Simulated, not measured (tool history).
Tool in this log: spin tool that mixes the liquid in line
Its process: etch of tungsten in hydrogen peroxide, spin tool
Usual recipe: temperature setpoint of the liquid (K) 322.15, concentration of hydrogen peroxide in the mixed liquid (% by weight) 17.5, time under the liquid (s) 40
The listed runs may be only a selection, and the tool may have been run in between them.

| run | hour | temperature setpoint of the liquid (K) | concentration of hydrogen peroxide in the mixed liquid (% by weight) | time under the liquid (s) | read-back film thickness of the tungsten reference wafer, read on the same gauge (nm) | thickness taken off the tungsten on a monitor wafer (angstrom) |
|---|---|---|---|---|---|---|
| 1 | 0.0 | 322.15 | 17.5 | 40 | 50.00 | 257.5 |
| 2 | 91.5 | 318.15 | 17.5 | 20 | 49.99 | 99.0 |
| 3 | 150.5 | 322.15 | 17.5 | 40 | 50.00 | 256.7 |
| 4 | 200.6 | 322.15 | 17.5 | 40 | 50.00 | 255.3 |
| 5 | 260.4 | 322.15 | 17.5 | 40 | 50.00 | 250.3 |
|  | 295.1 | heated supply line repaired |
| 6 | 423.9 | 322.15 | 19.5 | 40 | 50.01 | 230.7 |
|  | 442.8 | thermometer replaced |
|  | 452.9 | heated supply line repaired, repeated, since the last time left the tool worse |
|  | 464.6 | peroxide flow meter replaced |
|  | 479.3 | new drum of peroxide connected |
| 7 | 495.3 | 322.15 | 19.5 | 40 | 49.97 | 311.4 |
| 8 | 556.8 | 327.65 | 16.0 | 65 | 50.02 | 617.0 |
| 9 | 622.8 | 322.15 | 17.5 | 40 | 50.00 | 292.0 |
|  | 666.0 | gauge calibrated |
| 10 | 667.3 | 312.65 | 21.0 | 30 | 50.00 | 127.8 |
| 11 | 701.1 | 317.65 | 13.5 | 20 | 49.99 | 94.0 |
| 12 | 755.0 | 322.15 | 17.5 | 40 | 49.99 | 283.9 |
| 13 | 809.8 | 322.15 | 20.0 | 20 | 50.01 | 149.0 |
| 14 | 845.6 | 312.65 | 22.0 | 65 | 49.99 | 281.6 |

3 ways to go on from here, each from the tool as it stands after run 14. What would each give?
| A | 846.0 | 322.15 | 17.5 | 40 | ? | ? |
| B | 846.0 | 312.15 | 14.5 | 30 | ? | ? |
| C | 846.0 | 326.15 | 13.0 | 20 | ? | ? |

| run | read-back film thickness of the tungsten reference wafer, read on the same gauge (nm) | thickness taken off the tungsten on a monitor wafer (angstrom) |
|---|---|---|
| A | 50.01 | 281.8 |
| B | 50.01 | 101.6 |
| C | 50.01 | 155.1 |
Stripped of hidden state, with their random variation kept, the same runs would have yielded:
| run | thickness taken off the tungsten on a monitor wafer (angstrom) |
|---|---|
| A | 298.4 |
| B | 108.0 |
| C | 164.0 |
